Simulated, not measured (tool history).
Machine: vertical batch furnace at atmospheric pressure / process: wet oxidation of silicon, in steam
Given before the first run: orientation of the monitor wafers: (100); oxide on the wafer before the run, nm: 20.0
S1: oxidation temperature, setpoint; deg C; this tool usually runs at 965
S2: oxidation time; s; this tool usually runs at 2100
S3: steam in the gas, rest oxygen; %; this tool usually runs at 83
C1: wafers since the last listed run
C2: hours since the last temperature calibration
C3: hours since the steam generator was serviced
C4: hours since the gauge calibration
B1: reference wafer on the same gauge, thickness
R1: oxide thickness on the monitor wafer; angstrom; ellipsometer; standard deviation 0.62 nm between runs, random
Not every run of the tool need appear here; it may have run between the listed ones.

| run | hour | S1 | S2 | S3 | C1 | C2 | C3 | C4 | B1 | R1 |
|---|---|---|---|---|---|---|---|---|---|---|
| 1 | 0.0 | 965 | 2100 | 83 | 0 | 2370.5 | 2962.3 | 306.8 | 197.05 | 2007.9 |
| 2 | 21.9 | 965 | 2100 | 83 | 193 | 2392.4 | 2984.2 | 328.7 | 197.01 | 2000.9 |
| 3 | 37.9 | 965 | 2100 | 83 | 141 | 2408.4 | 3000.2 | 344.7 | 196.96 | 2005.0 |
| 4 | 52.6 | 965 | 2100 | 83 | 129 | 2423.1 | 3014.9 | 359.4 | 197.02 | 2007.4 |
| 5 | 85.2 | 965 | 2100 | 83 | 287 | 2455.7 | 3047.5 | 392.0 | 196.95 | 1990.7 |
| 6 | 102.0 | 965 | 2100 | 83 | 148 | 2472.5 | 3064.3 | 408.8 | 196.94 | 2014.5 |
| 7 | 118.7 | 965 | 2100 | 83 | 147 | 2489.2 | 3081.0 | 425.5 | 196.96 | 2013.7 |
| 8 | 143.3 | 965 | 2580 | 83 | 217 | 2513.8 | 3105.6 | 450.1 | 196.85 | 2335.8 |
| 9 | 177.9 | 965 | 2100 | 83 | 305 | 2548.4 | 3140.2 | 484.7 | 197.03 | 2004.0 |
| 10 | 206.5 | 965 | 2100 | 83 | 252 | 2577.0 | 3168.8 | 513.3 | 197.00 | 1999.5 |
| 11 | 236.2 | 965 | 2100 | 83 | 262 | 2606.7 | 3198.5 | 543.0 | 197.04 | 2002.2 |
| 12 | 252.3 | 965 | 2100 | 83 | 142 | 2622.8 | 3214.6 | 559.1 | 197.01 | 1994.8 |
| 13 | 283.9 | 965 | 2100 | 83 | 278 | 2654.4 | 3246.2 | 590.7 | 196.95 | 2005.8 |
| 14 | 298.9 | 965 | 2100 | 83 | 132 | 2669.4 | 3261.2 | 605.7 | 197.06 | 2002.9 |
| 15 | 318.1 | 982 | 2100 | 83 | 169 | 2688.6 | 3280.4 | 624.9 | 196.95 | 2336.6 |
| 16 | 350.9 | 982 | 2100 | 83 | 289 | 2721.4 | 3313.2 | 657.7 | 197.14 | 2333.7 |
| 17 | 364.6 | 965 | 2100 | 83 | 120 | 2735.1 | 3326.9 | 671.4 | 197.04 | 2013.6 |
|  | 389.5 | gauge calibrated |
| 18 | 396.3 | 965 | 2100 | 83 | 279 | 2766.8 | 3358.6 | 6.8 | 196.95 | 2005.3 |
| 19 | 414.0 | 951 | 2100 | 94 | 156 | 2784.5 | 3376.3 | 24.5 | 197.06 | 1928.3 |
| 20 | 446.6 | 965 | 2100 | 94 | 287 | 2817.1 | 3408.9 | 57.1 | 197.22 | 2206.2 |
| 21 | 470.4 | 965 | 1200 | 78 | 210 | 2840.9 | 3432.7 | 80.9 | 197.06 | 1269.1 |
|  | 508.5 | steam generator serviced |
| 22 | 509.0 | 965 | 2100 | 83 | 128 | 2879.5 | 0.5 | 119.5 | 197.11 | 2010.0 |
| 23 | 527.2 | 952 | 3060 | 87 | 160 | 2897.7 | 18.7 | 137.7 | 197.11 | 2441.8 |
| 24 | 551.6 | 941 | 2100 | 83 | 215 | 2922.1 | 43.1 | 162.1 | 197.02 | 1583.8 |
| 25 | 584.6 | 965 | 2100 | 83 | 291 | 2955.1 | 76.1 | 195.1 | 197.14 | 2009.9 |
|  | 631.3 | thermocouples replaced and temperature profile calibrated |
| 26 | 631.8 | 965 | 2100 | 83 | 204 | 0.5 | 123.3 | 242.3 | 196.91 | 1910.2 |
| 27 | 645.5 | 965 | 2100 | 83 | 120 | 14.2 | 137.0 | 256.0 | 197.00 | 1908.0 |
| 28 | 667.8 | 965 | 1680 | 94 | 196 | 36.5 | 159.3 | 278.3 | 197.00 | 1774.0 |
| 29 | 684.6 | 979 | 1380 | 74 | 148 | 53.3 | 176.1 | 295.1 | 197.23 | 1465.0 |
| 30 | 720.1 | 989 | 2100 | 83 | 313 | 88.8 | 211.6 | 330.6 | 197.11 | 2384.5 |
| 31 | 754.5 | 949 | 1740 | 88 | 303 | 123.2 | 246.0 | 365.0 | 197.17 | 1493.5 |
| 32 | 772.2 | 959 | 2550 | 92 | 156 | 140.9 | 263.7 | 382.7 | 196.79 | 2282.4 |
| 33 | 801.4 | 988 | 1770 | 86 | 257 | 170.1 | 292.9 | 411.9 | 197.05 | 2133.6 |
| 34 | 870.7 | 952 | 2730 | 83 | 611 | 239.4 | 362.2 | 481.2 | 196.94 | 2077.6 |

4 ways to go on from here, each from the tool as it stands after run 34. What would each give?
| A | 875.9 | 981 | 2100 | 83 | 45 | 244.6 | 367.4 | 486.4 | ? | ? |
| B | 875.9 | 945 | 2100 | 79 | 45 | 244.6 | 367.4 | 486.4 | ? | ? |
| C | 875.9 | 947 | 1680 | 87 | 45 | 244.6 | 367.4 | 486.4 | ? | ? |
| D | 875.9 | 965 | 2100 | 74 | 45 | 244.6 | 367.4 | 486.4 | ? | ? |

| run | B1 | R1 |
|---|---|---|
| A | 197.08 | 2228.2 |
| B | 197.08 | 1527.0 |
| C | 197.08 | 1414.6 |
| D | 197.08 | 1768.0 |
Without the tool's unlogged condition, the same runs would have read:
| run | R1 |
|---|---|
| A | 2203.3 |
| B | 1507.9 |
| C | 1396.7 |
| D | 1746.6 |
